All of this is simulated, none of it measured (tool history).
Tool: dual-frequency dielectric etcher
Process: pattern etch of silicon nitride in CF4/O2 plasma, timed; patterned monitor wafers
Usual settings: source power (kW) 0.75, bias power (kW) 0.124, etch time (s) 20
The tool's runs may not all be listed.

run	day	source power (kW)	bias power (kW)	etch time (s)	wafers since the last listed run	hours since the last wet clean	hours since the last source power generator calibration	hours since the last bias power generator calibration	hours since the last upper electrode change	hours since the gauge calibration	read-back reference wafer on the same gauge, depth_nm	mean etch depth across the wafer (Å)
1	0	0.75	0.124	17.5	0	396.3	2361.8	2729.7	2025.2	420.4	41.7	441
# day 2.675: wet clean of the chamber
2	2.708	0.75	0.124	17.5	733	0.8	2426.8	2794.7	2090.2	485.4	41.8	448
3	13.988	0.75	0.124	17.5	4845	271.5	2697.5	3065.4	2360.9	756.1	42.2	449
4	15.633	0.84	0.149	20	707	311	2737	3104.9	2400.4	795.6	42.3	623
5	20.038	0.84	0.149	20	1891	416.7	2842.7	3210.6	2506.1	901.3	42.5	623
6	21.958	0.84	0.149	20	825	462.8	2888.8	3256.7	2552.2	947.4	42.6	628
7	23.479	0.75	0.124	22	653	499.3	2925.3	3293.2	2588.7	983.9	42.6	562
8	25.033	0.75	0.124	22	667	536.6	2962.6	3330.5	2626	1021.2	42.7	574
# day 26.825: wet clean of the chamber
9	27.054	0.75	0.141	20	438	5.5	3011.1	3379	2674.5	1069.7	42.7	553
10	30.867	0.75	0.141	20	1637	97	3102.6	3470.5	2766	1161.2	42.9	551
11	33.654	0.75	0.141	20	1197	163.9	3169.5	3537.4	2832.9	1228.1	43	552
# day 34.567: gauge calibrated
12	37.792	0.75	0.124	20	1777	263.2	3268.8	3636.7	2932.2	77.4	41.7	500
13	39.612	0.75	0.124	20	782	306.9	3312.5	3680.4	2975.9	121.1	41.8	509
14	41.821	0.75	0.124	21.5	948	359.9	3365.5	3733.4	3028.9	174.1	41.8	547
# day 44.896: source power generator calibrated
15	44.917	0.75	0.107	16.5	1258	434.2	0.5	3807.7	3103.2	248.4	41.9	399
16	47.392	0.75	0.137	25	1063	493.6	59.9	3867.1	3162.6	307.8	42.1	666
# day 48.242: bias power generator calibrated
# day 49.046: wet clean of the chamber
17	49.379	0.59	0.152	25.5	437	8	107.6	27.3	3210.3	355.5	42.2	550
18	53.838	0.69	0.111	22	1915	115	214.6	134.3	3317.3	462.5	42.3	497
19	57.833	0.75	0.124	16.5	1716	210.9	310.5	230.2	3413.2	558.4	42.5	427
# day 58.971: upper electrode replaced
20	61.579	0.89	0.098	17.5	1179	300.8	400.4	320.1	62.6	648.3	42.6	496
21	65.75	0.6	0.124	20	1791	400.9	500.5	420.2	162.7	748.4	42.8	412
22	68.933	0.75	0.124	20	1367	477.3	576.9	496.6	239.1	824.8	42.9	521
23	71.771	0.75	0.102	20	1218	545.4	645	564.7	307.2	892.9	43.1	485
# day 73.458: wet clean of the chamber
24	73.479	0.75	0.124	20	304	0.5	686	605.7	348.2	933.9	43.1	524
25	76.146	0.65	0.142	15.5	1145	64.5	750	669.7	412.2	997.9	43.2	370
26	79.883	0.81	0.124	22	1605	154.2	839.7	759.4	501.9	1087.6	43.4	630
27	88.338	0.75	0.124	20	3631	357.1	1042.6	962.3	704.8	1290.5	43.7	532
28	90.758	0.75	0.147	24	1039	415.2	1100.7	1020.4	762.9	1348.6	43.7	677
29	94.588	0.81	0.114	18	1644	507.1	1192.6	1112.3	854.8	1440.5	43.9	505
# day 96.075: gauge calibrated
# day 96.95: wet clean of the chamber
30	98.329	0.75	0.151	16	1177	33.1	1282.4	1202.1	944.6	54.1	41.4	438
31	102.45	0.75	0.098	20	1770	132	1381.3	1301	1043.5	153	41.6	470

Hidden state at the last listed run before each entry between runs and at the first one after, where it differs:
Between runs 1 and 2: wet clean of the chamber (day 2.675)
  gauge reads high (%): 1.15 -> 1.41
  measured less the result without the state, mean etch depth across the wafer (Å): +5 -> +6
Between runs 8 and 9: wet clean of the chamber (day 26.825)
  gauge reads high (%): 3.55 -> 3.75
  measured less the result without the state, mean etch depth across the wafer (Å): +19 -> +20
Between runs 11 and 12: gauge calibrated (day 34.567)
  gauge reads high (%): 4.38 -> 1.17
  measured less the result without the state, mean etch depth across the wafer (Å): +23 -> +6
Between runs 14 and 15: source power generator calibrated (day 44.896)
  gauge reads high (%): 1.56 -> 1.85
  measured less the result without the state, mean etch depth across the wafer (Å): +8 -> +7
Between runs 16 and 17: bias power generator calibrated (day 48.242); wet clean of the chamber (day 49.046)
  gauge reads high (%): 2.09 -> 2.28
  measured less the result without the state, mean etch depth across the wafer (Å): +14 -> +12
Between runs 19 and 20: upper electrode replaced (day 58.971)
  gauge reads high (%): 3.09 -> 3.45
  measured less the result without the state, mean etch depth across the wafer (Å): +13 -> +16
Between runs 23 and 24: wet clean of the chamber (day 73.458)
  gauge reads high (%): 4.43 -> 4.6
  measured less the result without the state, mean etch depth across the wafer (Å): +20 -> +23
Between runs 29 and 30: gauge calibrated (day 96.075); wet clean of the chamber (day 96.95)
  gauge reads high (%): 6.62 -> 0.613
  measured less the result without the state, mean etch depth across the wafer (Å): +32 -> +2
